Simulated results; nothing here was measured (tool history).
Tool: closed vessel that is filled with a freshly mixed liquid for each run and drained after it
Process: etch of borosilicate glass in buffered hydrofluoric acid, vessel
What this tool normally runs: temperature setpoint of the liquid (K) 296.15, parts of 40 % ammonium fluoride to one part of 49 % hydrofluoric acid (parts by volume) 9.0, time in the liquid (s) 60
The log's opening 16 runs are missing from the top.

run,hour,temperature setpoint of the liquid (K),parts of 40 % ammonium fluoride to one part of 49 % hydrofluoric acid (parts by volume),time in the liquid (s),wafers since the last listed run,hours since the thermometer was replaced,hours since the hydrofluoric acid flow meter was replaced,hours since the gauge calibration,"read-back film thickness of the borosilicate glass reference wafer, read on the same gauge (nm)",thickness taken off the borosilicate glass on a monitor wafer (nm)
17,1373.2,293.15,9.0,60,10598,2489.6,476.6,1415.8,90.05,64.10
18,1434.0,296.15,12.5,75,6495,2550.4,537.4,1476.6,90.01,70.40
19,1524.5,299.65,9.0,80,9668,2640.9,627.9,1567.1,90.01,120.45
# hour 1565.9: gauge calibrated
# hour 1571.0: thermometer replaced
20,1604.4,296.15,8.0,60,8429,33.4,707.8,38.5,89.97,86.39
21,1660.7,296.15,11.0,60,6015,89.7,764.1,94.8,90.00,64.03
22,1930.9,296.15,9.0,60,28867,359.9,1034.3,365.0,89.96,74.47
# hour 1989.3: hydrofluoric acid flow meter replaced
23,2005.5,296.15,9.0,60,7863,434.5,16.2,439.6,89.95,74.96
24,2059.9,296.15,12.5,75,5812,488.9,70.6,494.0,90.01,70.23
25,2117.1,296.15,9.0,60,6111,546.1,127.8,551.2,90.05,75.43
26,2178.4,292.15,8.0,35,6549,607.4,189.1,612.5,90.02,40.00
27,2278.7,294.65,9.0,45,10715,707.7,289.4,712.8,89.99,51.92
28,2476.9,292.15,9.0,60,21175,905.9,487.6,911.0,90.04,60.59
29,2520.0,294.65,12.0,40,4604,949.0,530.7,954.1,90.00,35.96
30,2565.7,296.15,9.0,60,4882,994.7,576.4,999.8,90.02,75.29
31,2647.0,294.15,6.0,80,8685,1076.0,657.7,1081.1,89.97,137.21

Alternative continuations, all from the tool just after run 31; predict every row:
A,2647.7,296.15,9.0,35,74,1076.7,658.4,1081.8,?,?
B,2647.7,291.15,9.0,50,74,1076.7,658.4,1081.8,?,?
C,2647.7,296.15,10.5,90,74,1076.7,658.4,1081.8,?,?

run,"read-back film thickness of the borosilicate glass reference wafer, read on the same gauge (nm)",thickness taken off the borosilicate glass on a monitor wafer (nm)
A,90.03,43.72
B,90.03,47.55
C,90.03,100.10
With no hidden state in the tool, these same runs would have given:
run,thickness taken off the borosilicate glass on a monitor wafer (nm)
A,43.72
B,47.55
C,100.10
